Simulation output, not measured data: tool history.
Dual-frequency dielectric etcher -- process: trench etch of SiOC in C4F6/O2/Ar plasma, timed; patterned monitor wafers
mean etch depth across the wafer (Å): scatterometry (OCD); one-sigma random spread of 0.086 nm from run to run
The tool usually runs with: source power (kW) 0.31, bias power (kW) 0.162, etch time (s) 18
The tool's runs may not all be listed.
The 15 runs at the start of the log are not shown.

run	day	source power (kW)	bias power (kW)	etch time (s)	wafers since the last listed run	hours since the last wet clean	hours since the last source power generator calibration	hours since the last bias power generator calibration	hours since the last upper electrode change	hours since the gauge calibration	read-back reference wafer on the same gauge, depth_nm	mean etch depth across the wafer (Å)
# day 17.129: gauge calibrated
16	17.817	0.34	0.162	18	285	200.6	85.9	1245.8	94.7	16.5	38.77	359.9
17	19.217	0.29	0.123	18	477	234.2	119.5	1279.4	128.3	50.1	38.78	322.3
18	20.558	0.31	0.19	22.5	457	266.4	151.7	1311.6	160.5	82.3	38.82	446.3
19	21.292	0.28	0.199	23	250	284	169.3	1329.2	178.1	99.9	38.77	446.2
# day 22.85: bias power generator calibrated
20	23.667	0.35	0.198	13.5	752	341	226.3	19.6	235.1	156.9	38.82	281.2
21	24.6	0.31	0.162	18	318	363.4	248.7	42	257.5	179.3	38.78	346.7
22	25.4	0.23	0.162	18	272	382.6	267.9	61.2	276.7	198.5	38.8	313.5
23	26.029	0.31	0.162	18	214	397.7	283	76.3	291.8	213.6	38.8	346.8
24	27.442	0.31	0.162	18	481	431.6	316.9	110.2	325.7	247.5	38.81	345.5
25	28.992	0.38	0.173	13	528	468.8	354.1	147.4	362.9	284.7	38.82	272.6
26	29.517	0.23	0.202	18	179	481.4	366.7	160	375.5	297.3	38.8	328.3
# day 30.629: wet clean of the chamber
27	30.921	0.31	0.162	19.5	137	7	400.4	193.7	409.2	331	38.83	377.1
28	32.129	0.34	0.162	12.5	411	36	429.4	222.7	438.2	360	38.77	248.9
29	33.529	0.31	0.162	18	477	69.6	463	256.3	471.8	393.6	38.81	347.6
30	34.133	0.36	0.143	21.5	205	84.1	477.5	270.8	486.3	408.1	38.8	426.6
31	34.767	0.24	0.162	18	215	99.3	492.7	286	501.5	423.3	38.81	317.8

3 options for the next run, each taken on its own from the tool as it stands now. Forecast them:
A	34.783	0.31	0.162	18	5	99.7	493.1	286.4	501.9	423.7	?	?
B	34.783	0.31	0.199	21	5	99.7	493.1	286.4	501.9	423.7	?	?
C	34.783	0.33	0.162	14	5	99.7	493.1	286.4	501.9	423.7	?	?

run	read-back reference wafer on the same gauge, depth_nm	mean etch depth across the wafer (Å)
A	38.78	346
B	38.78	420
C	38.78	274.9
Had the tool no hidden state, the same runs would have come out as:
run	mean etch depth across the wafer (Å)
A	346
B	420
C	274.9

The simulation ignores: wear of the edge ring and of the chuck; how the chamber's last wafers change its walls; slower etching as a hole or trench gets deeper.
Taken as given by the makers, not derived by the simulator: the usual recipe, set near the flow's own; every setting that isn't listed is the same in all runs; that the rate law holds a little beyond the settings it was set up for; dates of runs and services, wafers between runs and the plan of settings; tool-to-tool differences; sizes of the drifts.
